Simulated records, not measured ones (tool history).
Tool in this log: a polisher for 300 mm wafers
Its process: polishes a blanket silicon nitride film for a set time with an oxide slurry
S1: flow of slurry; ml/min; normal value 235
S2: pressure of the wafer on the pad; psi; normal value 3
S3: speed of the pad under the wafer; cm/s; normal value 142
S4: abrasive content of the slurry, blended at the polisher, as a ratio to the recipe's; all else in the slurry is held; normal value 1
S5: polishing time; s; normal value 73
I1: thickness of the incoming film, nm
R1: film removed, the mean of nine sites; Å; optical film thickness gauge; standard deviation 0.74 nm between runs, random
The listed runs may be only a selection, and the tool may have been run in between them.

run 1 day=0 | S1=235 S2=3 S3=142 S4=1 S5=82 | I1=286.4 | R1=569
run 2 day=1.042 | S1=235 S2=3 S3=142 S4=1 S5=73 | I1=293.5 | R1=505
run 3 day=2.462 | S1=310 S2=2.2 S3=142 S4=1 S5=80 | I1=289.4 | R1=413
-- day=6.138 slurry blender recalibrated
run 4 day=10.946 | S1=235 S2=3.7 S3=142 S4=0.75 S5=73 | I1=292.1 | R1=532
-- day=12.625 head pressure recalibrated
run 5 day=13.258 | S1=235 S2=2.6 S3=96 S4=1 S5=73 | I1=291.2 | R1=353
run 6 day=14.379 | S1=235 S2=2.5 S3=142 S4=1 S5=73 | I1=292.7 | R1=454
-- day=15.55 slurry nozzle cleaned
-- day=15.962 worn pad replaced by a new one
run 7 day=18.1 | S1=235 S2=3 S3=142 S4=1 S5=73 | I1=291.8 | R1=536
run 8 day=20.071 | S1=235 S2=2.6 S3=122 S4=1.1 S5=73 | I1=285 | R1=419
run 9 day=22.396 | S1=305 S2=3 S3=142 S4=1 S5=73 | I1=290.3 | R1=544
-- day=22.633 conditioning disc replaced and pad reconditioned
run 10 day=23.888 | S1=235 S2=3 S3=142 S4=1 S5=88 | I1=284.8 | R1=630
run 11 day=25.021 | S1=235 S2=3 S3=142 S4=1.1 S5=73 | I1=287.5 | R1=531
run 12 day=26.992 | S1=160 S2=3 S3=162 S4=1 S5=73 | I1=287.9 | R1=529
-- day=28.033 slurry blender recalibrated
run 13 day=29.354 | S1=235 S2=3.7 S3=114 S4=1 S5=94 | I1=289.4 | R1=666
run 14 day=30.612 | S1=310 S2=3 S3=96 S4=1.1 S5=99 | I1=287.8 | R1=529
run 15 day=32.629 | S1=235 S2=3 S3=142 S4=1 S5=73 | I1=292.1 | R1=481
-- day=33.133 head pressure recalibrated
-- day=33.538 worn pad replaced by a new one
run 16 day=35.067 | S1=295 S2=3 S3=106 S4=1 S5=81 | I1=290.6 | R1=491
run 17 day=36.6 | S1=235 S2=3.3 S3=142 S4=1 S5=73 | I1=293 | R1=595

Run 18 has not been measured yet. What should we expect?
run 18 day=37.883 | S1=235 S2=3.3 S3=190 S4=1 S5=73 | I1=286.6 | R1=?

R1: 766 Å
With no hidden state in the tool, this same run would have given R1 788 Å.

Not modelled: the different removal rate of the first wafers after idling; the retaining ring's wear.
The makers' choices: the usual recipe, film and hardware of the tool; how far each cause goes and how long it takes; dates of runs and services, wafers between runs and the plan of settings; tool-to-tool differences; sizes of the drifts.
